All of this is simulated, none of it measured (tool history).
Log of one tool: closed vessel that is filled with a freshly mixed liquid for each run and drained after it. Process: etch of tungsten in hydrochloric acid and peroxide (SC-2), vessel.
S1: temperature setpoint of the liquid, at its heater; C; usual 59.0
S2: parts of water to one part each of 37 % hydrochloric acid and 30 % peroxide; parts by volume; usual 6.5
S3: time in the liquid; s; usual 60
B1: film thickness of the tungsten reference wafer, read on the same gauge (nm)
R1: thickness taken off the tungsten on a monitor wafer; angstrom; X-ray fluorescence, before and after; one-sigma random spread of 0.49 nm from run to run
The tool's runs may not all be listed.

run,hour,S1,S2,S3,B1,R1
1,0.0,59.0,6.5,60,140.03,531.9
2,26.3,59.0,6.5,60,139.99,536.8
3,58.0,59.0,6.5,60,139.99,547.0
4,123.9,59.0,6.5,60,140.00,548.1
5,164.2,59.0,8.5,60,140.00,435.6
6,190.4,59.0,8.5,60,139.99,425.8
7,255.4,59.0,8.5,60,139.98,435.1
8,297.0,59.0,6.5,60,140.01,540.7
9,330.4,59.0,6.5,60,139.99,538.0
10,380.2,59.0,6.5,60,139.99,541.2
11,405.1,59.0,6.5,60,140.02,539.6
12,457.7,65.0,9.5,70,140.02,675.2
13,504.8,54.0,7.5,45,140.01,258.9
14,538.2,59.0,6.5,40,140.00,360.7
15,579.4,49.5,5.0,40,140.00,236.0
16,646.1,59.0,6.5,60,140.01,539.3
17,678.2,49.5,9.0,35,139.99,131.0
18,736.2,59.0,4.0,50,139.99,633.1
19,778.6,62.0,6.5,30,140.00,323.8
20,842.5,59.0,6.5,80,140.02,712.7
21,875.2,59.0,6.5,60,140.02,537.8
22,931.7,59.0,6.5,60,140.01,539.4
23,963.4,64.5,7.5,60,140.01,685.7
24,1005.8,59.0,8.5,60,140.00,435.6
25,1076.7,64.5,6.5,60,139.99,764.3
26,1113.9,52.5,6.5,40,139.97,233.3
27,1138.6,52.5,6.5,60,139.99,350.7
28,1271.4,59.0,4.0,60,140.01,750.5
29,1318.2,62.5,4.0,60,140.01,952.8

Taken out of this log: 4 entries between the listed runs. Where each belongs, and how the hidden state differs across it:
Logged between run 8 and run 9: gauge calibrated (hour 297.3)
  both runs share identical hidden conditions
Logged between run 10 and run 11: new drum of peroxide connected (hour 385.3)
  both runs share identical hidden conditions
Logged between run 11 and run 12: chemicals flow meter replaced (hour 428.9)
  both runs share identical hidden conditions
Logged between run 21 and run 22: thermometer replaced (hour 921.2)
  both runs share identical hidden conditions
